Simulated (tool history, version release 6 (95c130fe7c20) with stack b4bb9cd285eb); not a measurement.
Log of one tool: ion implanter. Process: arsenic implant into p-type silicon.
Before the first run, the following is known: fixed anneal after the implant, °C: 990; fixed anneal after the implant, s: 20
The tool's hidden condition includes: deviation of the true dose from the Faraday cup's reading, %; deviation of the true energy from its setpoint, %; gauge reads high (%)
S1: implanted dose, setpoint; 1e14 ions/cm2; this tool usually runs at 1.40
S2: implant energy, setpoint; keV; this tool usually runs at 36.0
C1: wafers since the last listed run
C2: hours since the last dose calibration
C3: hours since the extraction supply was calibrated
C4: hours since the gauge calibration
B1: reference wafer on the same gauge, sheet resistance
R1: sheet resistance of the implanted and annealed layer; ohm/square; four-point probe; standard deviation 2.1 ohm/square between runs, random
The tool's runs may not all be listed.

run 1 hour=0.0 | S1=1.40 S2=36.0 | C1=0 C2=106.8 C3=2096.7 C4=1542.2 | B1=505.12 | R1=492.34
run 2 hour=69.8 | S1=1.40 S2=36.0 | C1=1532 C2=176.6 C3=2166.5 C4=1612.0 | B1=504.90 | R1=489.71
run 3 hour=96.4 | S1=1.40 S2=31.0 | C1=583 C2=203.2 C3=2193.1 C4=1638.6 | B1=505.03 | R1=498.19
run 4 hour=166.9 | S1=1.40 S2=31.0 | C1=1547 C2=273.7 C3=2263.6 C4=1709.1 | B1=504.89 | R1=499.03
run 5 hour=221.6 | S1=1.40 S2=31.0 | C1=1200 C2=328.4 C3=2318.3 C4=1763.8 | B1=504.93 | R1=503.97
run 6 hour=278.5 | S1=1.40 S2=36.0 | C1=1248 C2=385.3 C3=2375.2 C4=1820.7 | B1=505.16 | R1=485.58
run 7 hour=309.5 | S1=1.40 S2=36.0 | C1=680 C2=416.3 C3=2406.2 C4=1851.7 | B1=504.80 | R1=486.60
run 8 hour=348.0 | S1=1.40 S2=36.0 | C1=845 C2=454.8 C3=2444.7 C4=1890.2 | B1=505.03 | R1=491.38
run 9 hour=389.7 | S1=1.40 S2=36.0 | C1=915 C2=496.5 C3=2486.4 C4=1931.9 | B1=505.03 | R1=486.76
run 10 hour=427.4 | S1=1.40 S2=36.0 | C1=827 C2=534.2 C3=2524.1 C4=1969.6 | B1=505.15 | R1=484.49
run 11 hour=465.5 | S1=1.40 S2=36.0 | C1=836 C2=572.3 C3=2562.2 C4=2007.7 | B1=505.10 | R1=487.15
run 12 hour=517.6 | S1=1.40 S2=36.0 | C1=1143 C2=624.4 C3=2614.3 C4=2059.8 | B1=505.12 | R1=485.51
run 13 hour=578.8 | S1=1.40 S2=36.0 | C1=1343 C2=685.6 C3=2675.5 C4=2121.0 | B1=504.74 | R1=488.72
-- hour=613.5 Faraday cup replaced and dose calibrated
run 14 hour=635.8 | S1=1.64 S2=36.0 | C1=1075 C2=22.3 C3=2732.5 C4=2178.0 | B1=505.33 | R1=443.47
run 15 hour=691.5 | S1=1.10 S2=27.5 | C1=1222 C2=78.0 C3=2788.2 C4=2233.7 | B1=504.90 | R1=616.51
run 16 hour=750.7 | S1=1.40 S2=36.0 | C1=1299 C2=137.2 C3=2847.4 C4=2292.9 | B1=505.30 | R1=492.41
run 17 hour=814.6 | S1=1.40 S2=36.0 | C1=1402 C2=201.1 C3=2911.3 C4=2356.8 | B1=505.14 | R1=488.88
run 18 hour=886.4 | S1=1.29 S2=46.5 | C1=1575 C2=272.9 C3=2983.1 C4=2428.6 | B1=504.63 | R1=493.65
run 19 hour=944.2 | S1=1.19 S2=46.0 | C1=1268 C2=330.7 C3=3040.9 C4=2486.4 | B1=504.51 | R1=524.61
run 20 hour=1001.8 | S1=1.40 S2=26.5 | C1=1264 C2=388.3 C3=3098.5 C4=2544.0 | B1=504.51 | R1=509.53
run 21 hour=1029.8 | S1=1.06 S2=40.5 | C1=614 C2=416.3 C3=3126.5 C4=2572.0 | B1=505.01 | R1=579.09
-- hour=1037.4 gauge calibrated
run 22 hour=1063.1 | S1=1.40 S2=36.0 | C1=730 C2=449.6 C3=3159.8 C4=25.7 | B1=505.10 | R1=490.98
run 23 hour=1126.2 | S1=1.54 S2=29.0 | C1=1385 C2=512.7 C3=3222.9 C4=88.8 | B1=504.73 | R1=472.33
run 24 hour=1150.7 | S1=1.81 S2=45.5 | C1=537 C2=537.2 C3=3247.4 C4=113.3 | B1=505.02 | R1=394.53
run 25 hour=1197.3 | S1=1.40 S2=36.0 | C1=1022 C2=583.8 C3=3294.0 C4=159.9 | B1=504.64 | R1=486.99
run 26 hour=1264.7 | S1=1.40 S2=36.0 | C1=1479 C2=651.2 C3=3361.4 C4=227.3 | B1=505.01 | R1=484.70
-- hour=1336.2 Faraday cup replaced and dose calibrated
run 27 hour=1336.7 | S1=1.40 S2=42.5 | C1=1404 C2=0.5 C3=3433.4 C4=299.3 | B1=505.00 | R1=481.35
run 28 hour=1489.8 | S1=1.40 S2=36.0 | C1=3360 C2=153.6 C3=3586.5 C4=452.4 | B1=505.27 | R1=492.38
-- hour=1549.0 extraction supply calibrated
run 29 hour=1549.5 | S1=1.23 S2=25.0 | C1=1134 C2=213.3 C3=0.5 C4=512.1 | B1=504.92 | R1=571.08
run 30 hour=1571.3 | S1=1.19 S2=31.5 | C1=478 C2=235.1 C3=22.3 C4=533.9 | B1=505.28 | R1=564.81
run 31 hour=1597.3 | S1=1.40 S2=36.0 | C1=570 C2=261.1 C3=48.3 C4=559.9 | B1=505.16 | R1=487.61
run 32 hour=1621.4 | S1=1.10 S2=27.5 | C1=528 C2=285.2 C3=72.4 C4=584.0 | B1=505.17 | R1=607.48
run 33 hour=1687.8 | S1=1.29 S2=32.0 | C1=1457 C2=351.6 C3=138.8 C4=650.4 | B1=505.08 | R1=524.71
run 34 hour=1757.1 | S1=1.40 S2=41.5 | C1=1521 C2=420.9 C3=208.1 C4=719.7 | B1=504.88 | R1=475.15
run 35 hour=1796.6 | S1=1.02 S2=25.5 | C1=867 C2=460.4 C3=247.6 C4=759.2 | B1=504.94 | R1=641.32
run 36 hour=1845.3 | S1=1.09 S2=26.0 | C1=1068 C2=509.1 C3=296.3 C4=807.9 | B1=504.69 | R1=609.98
-- hour=2021.2 Faraday cup replaced and dose calibrated
run 37 hour=2033.6 | S1=1.56 S2=36.0 | C1=3957 C2=12.4 C3=484.6 C4=996.2 | B1=504.92 | R1=458.41

What if the next run were any one of these 4? Each begins from the tool's condition after run 37:
run A hour=2034.0 | S1=1.09 S2=36.0 | C1=8 C2=12.8 C3=485.0 C4=996.6 | B1=? | R1=?
run B hour=2034.0 | S1=1.20 S2=30.0 | C1=8 C2=12.8 C3=485.0 C4=996.6 | B1=? | R1=?
run C hour=2034.0 | S1=1.80 S2=36.0 | C1=8 C2=12.8 C3=485.0 C4=996.6 | B1=? | R1=?
run D hour=2034.0 | S1=1.40 S2=47.5 | C1=8 C2=12.8 C3=485.0 C4=996.6 | B1=? | R1=?

run=A B1=505.08 R1=584.07
run=B B1=505.08 R1=565.54
run=C B1=505.08 R1=411.99
run=D B1=505.08 R1=468.01
The same runs, with their run-to-run variation unchanged, on a tool lacking any hidden condition would have given:
run=A R1=586.01
run=B R1=567.47
run=C R1=413.44
run=D R1=469.58

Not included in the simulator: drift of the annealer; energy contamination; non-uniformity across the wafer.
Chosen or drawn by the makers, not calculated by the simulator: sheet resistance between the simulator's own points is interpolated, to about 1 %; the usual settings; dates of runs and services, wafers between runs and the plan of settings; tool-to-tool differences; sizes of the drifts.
